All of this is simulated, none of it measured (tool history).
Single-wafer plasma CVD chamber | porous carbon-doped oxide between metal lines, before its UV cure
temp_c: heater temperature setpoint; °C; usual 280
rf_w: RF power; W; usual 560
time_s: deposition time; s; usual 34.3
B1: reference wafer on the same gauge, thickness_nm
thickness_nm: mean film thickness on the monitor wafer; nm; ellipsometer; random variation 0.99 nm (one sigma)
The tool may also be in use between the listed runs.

Run 1, hour 0: usual settings; B1 270.84. Result: thickness_nm 225.888 nm.
Run 2, hour 321.7: usual settings; B1 270.736. Result: thickness_nm 222.679 nm.
Run 3, hour 381.3: usual settings; B1 270.848. Result: thickness_nm 221.903 nm.
Run 4, hour 465.7: usual settings; B1 270.974. Result: thickness_nm 222.274 nm.
Run 5, hour 555.1: usual settings; B1 271.285. Result: thickness_nm 223.237 nm.
Run 6, hour 620.4: usual settings; B1 270.995. Result: thickness_nm 221.611 nm.
At hour 676.7: showerhead replaced.
At hour 714.1: thermocouple changed; heater temperature recalibrated.
Run 7, hour 724.4: usual settings; B1 270.994. Result: thickness_nm 222.521 nm.
Run 8, hour 818.1: usual settings but temp_c 272 °C, rf_w 650 W, time_s 30.3 s; B1 270.589. Result: thickness_nm 218.836 nm.
Run 9, hour 900.2: usual settings but temp_c 266 °C, rf_w 470 W, time_s 28.7 s; B1 270.736. Result: thickness_nm 184.519 nm.
At hour 956.3: gauge calibrated.
Run 10, hour 975: usual settings but temp_c 288 °C, rf_w 605 W; B1 270.996. Result: thickness_nm 217.236 nm.
At hour 1021.6: RF generator calibrated.
Run 11, hour 1024.8: usual settings but temp_c 291 °C, rf_w 475 W, time_s 28.5 s; B1 270.791. Result: thickness_nm 166.814 nm.
Run 12, hour 1081: usual settings but temp_c 284 °C, rf_w 455 W, time_s 39 s; B1 271.118. Result: thickness_nm 231.514 nm.
Run 13, hour 1311.6: usual settings; B1 270.802. Result: thickness_nm 228.67 nm.
Run 14, hour 1383.8: usual settings but time_s 37.2 s; B1 270.979. Result: thickness_nm 247.267 nm.

Forecast each of these 5 alternatives for the next run:
Run A, hour 1384.2: usual settings but rf_w 475 W; B1 ?. Result: thickness_nm ?.
Run B, hour 1384.2: usual settings but temp_c 291 °C, rf_w 505 W; B1 ?. Result: thickness_nm ?.
Run C, hour 1384.2: usual settings but temp_c 271 °C, time_s 31.5 s; B1 ?. Result: thickness_nm ?.
Run D, hour 1384.2: usual settings but rf_w 665 W; B1 ?. Result: thickness_nm ?.
Run E, hour 1384.2: usual settings but rf_w 610 W, time_s 30.5 s; B1 ?. Result: thickness_nm ?.

run       B1  thickness_nm
  A  270.637       210.331
  B  270.637       203.688
  C  270.637       219.971
  D  270.637       246.386
  E  270.637       210.872
Without the tool's hidden state the same runs would have given:
run  thickness_nm
  A       212.057
  B       205.334
  C       221.712
  D       248.336
  E        212.54
